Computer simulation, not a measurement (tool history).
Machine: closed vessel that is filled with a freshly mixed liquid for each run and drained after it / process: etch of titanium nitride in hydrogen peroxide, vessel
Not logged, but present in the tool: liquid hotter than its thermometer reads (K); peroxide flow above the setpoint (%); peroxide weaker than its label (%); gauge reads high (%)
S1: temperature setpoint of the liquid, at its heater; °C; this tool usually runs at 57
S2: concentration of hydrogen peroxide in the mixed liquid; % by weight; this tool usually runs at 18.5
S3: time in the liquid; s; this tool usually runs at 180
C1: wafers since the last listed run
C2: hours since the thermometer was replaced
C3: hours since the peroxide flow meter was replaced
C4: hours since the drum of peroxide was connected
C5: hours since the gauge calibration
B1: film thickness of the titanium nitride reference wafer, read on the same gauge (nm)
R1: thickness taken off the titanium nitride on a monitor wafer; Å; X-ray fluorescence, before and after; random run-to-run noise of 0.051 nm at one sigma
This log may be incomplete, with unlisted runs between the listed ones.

{"run": 1, "hour": 0.0, "S1": 57, "S2": 15, "S3": 180, "C1": 0, "C2": 2187.7, "C3": 112.4, "C4": 308.7, "C5": 1516.1, "B1": 109.99, "R1": 141.7}
{"run": 2, "hour": 71.2, "S1": 57, "S2": 15, "S3": 180, "C1": 5917, "C2": 2258.9, "C3": 183.6, "C4": 379.9, "C5": 1587.3, "B1": 110, "R1": 141.7}
{"run": 3, "hour": 118.5, "S1": 57, "S2": 18.5, "S3": 180, "C1": 3931, "C2": 2306.2, "C3": 230.9, "C4": 427.2, "C5": 1634.6, "B1": 110.03, "R1": 147.8}
{"run": 4, "hour": 155.1, "S1": 57, "S2": 20, "S3": 180, "C1": 3041, "C2": 2342.8, "C3": 267.5, "C4": 463.8, "C5": 1671.2, "B1": 110.02, "R1": 150.5}
{"hour": 194.9, "done": "thermometer replaced"}
{"run": 5, "hour": 198.3, "S1": 57, "S2": 20, "S3": 180, "C1": 3507, "C2": 3.4, "C3": 310.7, "C4": 507, "C5": 1714.4, "B1": 110, "R1": 145.7}
{"run": 6, "hour": 241.9, "S1": 57, "S2": 18.5, "S3": 180, "C1": 3623, "C2": 47, "C3": 354.3, "C4": 550.6, "C5": 1758, "B1": 110, "R1": 142.7}
{"run": 7, "hour": 315.2, "S1": 57, "S2": 18.5, "S3": 280, "C1": 6091, "C2": 120.3, "C3": 427.6, "C4": 623.9, "C5": 1831.3, "B1": 109.99, "R1": 221.4}
{"run": 8, "hour": 386.5, "S1": 57, "S2": 14.5, "S3": 70, "C1": 5925, "C2": 191.6, "C3": 498.9, "C4": 695.2, "C5": 1902.6, "B1": 110.02, "R1": 53}
{"hour": 399.5, "done": "new drum of peroxide connected"}
{"run": 9, "hour": 492.5, "S1": 57, "S2": 18.5, "S3": 85, "C1": 8726, "C2": 297.6, "C3": 604.9, "C4": 93, "C5": 2008.6, "B1": 110.02, "R1": 68.4}
{"run": 10, "hour": 565.6, "S1": 55, "S2": 18.5, "S3": 180, "C1": 6075, "C2": 370.7, "C3": 678, "C4": 166.1, "C5": 2081.7, "B1": 110, "R1": 126.1}
{"run": 11, "hour": 643.6, "S1": 57, "S2": 18.5, "S3": 180, "C1": 6482, "C2": 448.7, "C3": 756, "C4": 244.1, "C5": 2159.7, "B1": 109.97, "R1": 143.7}
{"run": 12, "hour": 720.4, "S1": 62, "S2": 18.5, "S3": 275, "C1": 6382, "C2": 525.5, "C3": 832.8, "C4": 320.9, "C5": 2236.5, "B1": 109.98, "R1": 309.8}
{"hour": 749.5, "done": "gauge calibrated"}
{"run": 13, "hour": 792.0, "S1": 57, "S2": 13, "S3": 180, "C1": 5950, "C2": 597.1, "C3": 904.4, "C4": 392.5, "C5": 42.5, "B1": 110, "R1": 133.6}
{"run": 14, "hour": 875.7, "S1": 57, "S2": 18.5, "S3": 130, "C1": 6956, "C2": 680.8, "C3": 988.1, "C4": 476.2, "C5": 126.2, "B1": 110.01, "R1": 104.4}
{"run": 15, "hour": 930.4, "S1": 57, "S2": 18.5, "S3": 180, "C1": 4546, "C2": 735.5, "C3": 1042.8, "C4": 530.9, "C5": 180.9, "B1": 109.98, "R1": 144}
{"run": 16, "hour": 993.5, "S1": 57, "S2": 18.5, "S3": 255, "C1": 5244, "C2": 798.6, "C3": 1105.9, "C4": 594, "C5": 244, "B1": 109.97, "R1": 205}
{"hour": 1064.4, "done": "peroxide flow meter replaced"}
{"run": 17, "hour": 1067.5, "S1": 66, "S2": 18.5, "S3": 180, "C1": 6066, "C2": 872.6, "C3": 3.1, "C4": 668, "C5": 318, "B1": 110.02, "R1": 265.4}
{"hour": 1102.2, "done": "new drum of peroxide connected"}
{"run": 18, "hour": 1153.7, "S1": 57, "S2": 15, "S3": 75, "C1": 7080, "C2": 958.8, "C3": 89.3, "C4": 51.5, "C5": 404.2, "B1": 110.02, "R1": 57.8}
{"run": 19, "hour": 1230.1, "S1": 62, "S2": 22, "S3": 215, "C1": 6349, "C2": 1035.2, "C3": 165.7, "C4": 127.9, "C5": 480.6, "B1": 109.99, "R1": 252.1}
{"run": 20, "hour": 1276.8, "S1": 54.5, "S2": 18.5, "S3": 230, "C1": 3881, "C2": 1081.9, "C3": 212.4, "C4": 174.6, "C5": 527.3, "B1": 110, "R1": 156.8}
{"run": 21, "hour": 1334.7, "S1": 57, "S2": 18.5, "S3": 150, "C1": 4812, "C2": 1139.8, "C3": 270.3, "C4": 232.5, "C5": 585.2, "B1": 110, "R1": 120.9}
{"run": 22, "hour": 1390.8, "S1": 57, "S2": 23, "S3": 180, "C1": 4662, "C2": 1195.9, "C3": 326.4, "C4": 288.6, "C5": 641.3, "B1": 110.02, "R1": 151.2}
{"run": 23, "hour": 1471.2, "S1": 66, "S2": 15.5, "S3": 245, "C1": 6682, "C2": 1276.3, "C3": 406.8, "C4": 369, "C5": 721.7, "B1": 110.02, "R1": 349.3}
{"run": 24, "hour": 1518.7, "S1": 57, "S2": 14, "S3": 180, "C1": 3947, "C2": 1323.8, "C3": 454.3, "C4": 416.5, "C5": 769.2, "B1": 110.01, "R1": 137.3}
{"run": 25, "hour": 1614.4, "S1": 65.5, "S2": 15.5, "S3": 210, "C1": 7953, "C2": 1419.5, "C3": 550, "C4": 512.2, "C5": 864.9, "B1": 109.99, "R1": 289.1}
{"run": 26, "hour": 1702.3, "S1": 51, "S2": 18.5, "S3": 140, "C1": 7305, "C2": 1507.4, "C3": 637.9, "C4": 600.1, "C5": 952.8, "B1": 109.99, "R1": 74.5}
{"hour": 1756.8, "done": "new drum of peroxide connected"}
{"run": 27, "hour": 1799.0, "S1": 61, "S2": 20, "S3": 210, "C1": 7953, "C2": 1604.1, "C3": 734.6, "C4": 42.2, "C5": 1049.5, "B1": 110.02, "R1": 227.6}
{"run": 28, "hour": 1881.0, "S1": 57, "S2": 18.5, "S3": 180, "C1": 6814, "C2": 1686.1, "C3": 816.6, "C4": 124.2, "C5": 1131.5, "B1": 110, "R1": 146}
{"run": 29, "hour": 1948.8, "S1": 57, "S2": 18.5, "S3": 180, "C1": 5634, "C2": 1753.9, "C3": 884.4, "C4": 192, "C5": 1199.3, "B1": 109.99, "R1": 145.7}
{"run": 30, "hour": 2003.0, "S1": 52.5, "S2": 18.5, "S3": 270, "C1": 4504, "C2": 1808.1, "C3": 938.6, "C4": 246.2, "C5": 1253.5, "B1": 109.99, "R1": 160.1}

Subtracting, for every run, the result it would have given without the tool's unlogged condition from the measured result gives the following. The same run-to-run variation enters both numbers; the gauge's scatter may not:
run=1 R1=+4.3
run=2 R1=+4.6
run=3 R1=+4.7
run=4 R1=+4.9
run=5 R1=+0.3
run=6 R1=+0.4
run=7 R1=+0.7
run=8 R1=+0.3
run=9 R1=+0.5
run=10 R1=+0.9
run=11 R1=+1.1
run=12 R1=+2.7
run=13 R1=+1.2
run=14 R1=+1.1
run=15 R1=+1.6
run=16 R1=+2.6
run=17 R1=+3.3
run=18 R1=+0.8
run=19 R1=+3.7
run=20 R1=+2.5
run=21 R1=+2
run=22 R1=+2.6
run=23 R1=+5.9
run=24 R1=+2.5
run=25 R1=+5.5
run=26 R1=+1.7
run=27 R1=+4.9
run=28 R1=+3.4
run=29 R1=+3.4
run=30 R1=+4

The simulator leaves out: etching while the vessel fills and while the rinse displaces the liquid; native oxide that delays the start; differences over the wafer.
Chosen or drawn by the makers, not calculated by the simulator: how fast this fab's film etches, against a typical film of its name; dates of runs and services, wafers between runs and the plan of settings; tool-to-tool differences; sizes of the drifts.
